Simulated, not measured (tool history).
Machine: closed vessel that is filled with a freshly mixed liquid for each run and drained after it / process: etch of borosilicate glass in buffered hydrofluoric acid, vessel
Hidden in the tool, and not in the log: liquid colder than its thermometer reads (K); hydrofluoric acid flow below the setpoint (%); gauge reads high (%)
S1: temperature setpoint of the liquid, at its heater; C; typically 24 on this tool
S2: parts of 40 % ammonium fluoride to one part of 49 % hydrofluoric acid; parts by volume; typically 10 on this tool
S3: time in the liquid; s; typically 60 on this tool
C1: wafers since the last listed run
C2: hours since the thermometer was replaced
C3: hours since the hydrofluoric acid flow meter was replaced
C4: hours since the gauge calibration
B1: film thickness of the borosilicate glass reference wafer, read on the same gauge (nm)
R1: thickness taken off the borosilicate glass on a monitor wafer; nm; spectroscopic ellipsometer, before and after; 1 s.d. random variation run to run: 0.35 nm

run     day    S1   S2  S3    C1      C2      C3     C4      B1      R1
  1       0    24   10  60     0  1053.9    1930  335.2  119.99   70.17
  2   1.575    24   11  60  4777  1091.7  1967.8    373     120   63.36
  3   4.088    24   11  60  7620    1152  2028.1  433.3     120   63.32
  4   5.254    24   10  60  3538    1180  2056.1  461.3     120   69.45
  5   6.954    26   10  60  5156  1220.8  2096.9  502.1     120   76.76
  6   8.529    24   10  60  4777  1258.6  2134.7  539.9  119.97   69.14
  7  11.108    24   10  60  7823  1320.5  2196.6  601.8  119.99   68.88
     12.438  -- gauge calibrated
  8  12.612    24   10  60  4562  1356.6  2232.7    4.2     120   68.54
     13.479  -- hydrofluoric acid flow meter replaced
  9  15.025    24   10  40  7191  1414.5    37.1   62.1     120   45.52
 10  16.558    24   10  40  4650  1451.3    73.9   98.9     120   45.53
 11  18.775    24   10  40  6723  1504.5   127.1  152.1     120   45.05
 12  21.304    24  6.5  60  7671  1565.2   187.8  212.8  120.01  101.52
     21.533  -- thermometer replaced
 13  22.412  20.5   10  30  3235    21.1   214.4  239.4  119.99   30.79
 14  23.958  26.5   10  60  4688    58.2   251.5  276.5  120.01    85.2
 15  26.758  25.5   10  35  8492   125.4   318.7  343.7  119.99   47.45
 16  28.496  26.5    8  85  5270   167.1   360.4  385.4     120     146
 17  31.096    24   10  90  7886   229.5   422.8  447.8  120.02  110.57
 18  32.746    24  6.5  60  5004   269.1   462.4  487.4     120  111.71
 19  34.771    24   10  60  6142   317.7     511    536  120.01    73.6
 20  37.288    24    7  60  7633   378.1   571.4  596.4     120  103.32
 21  38.971    24   10  60  5105   418.5   611.8  636.8  120.02   73.03
 22    41.3  22.5   10  30  7064   474.4   667.7  692.7  120.01   33.75

Alternative continuations, all from the tool just after run 22; predict every row:
  A  41.329    24  10  60  88  475.1  668.4  693.4   ?   ?
  B  41.329  28.5   6  75  88  475.1  668.4  693.4   ?   ?
  C  41.329    24  14  60  88  475.1  668.4  693.4   ?   ?

run   B1     R1
  A  120  73.56
  B  120  188.9
  C  120  52.76
What these runs would have given with no unlogged condition in the tool:
run      R1
  A   75.84
  B  194.56
  C    54.4

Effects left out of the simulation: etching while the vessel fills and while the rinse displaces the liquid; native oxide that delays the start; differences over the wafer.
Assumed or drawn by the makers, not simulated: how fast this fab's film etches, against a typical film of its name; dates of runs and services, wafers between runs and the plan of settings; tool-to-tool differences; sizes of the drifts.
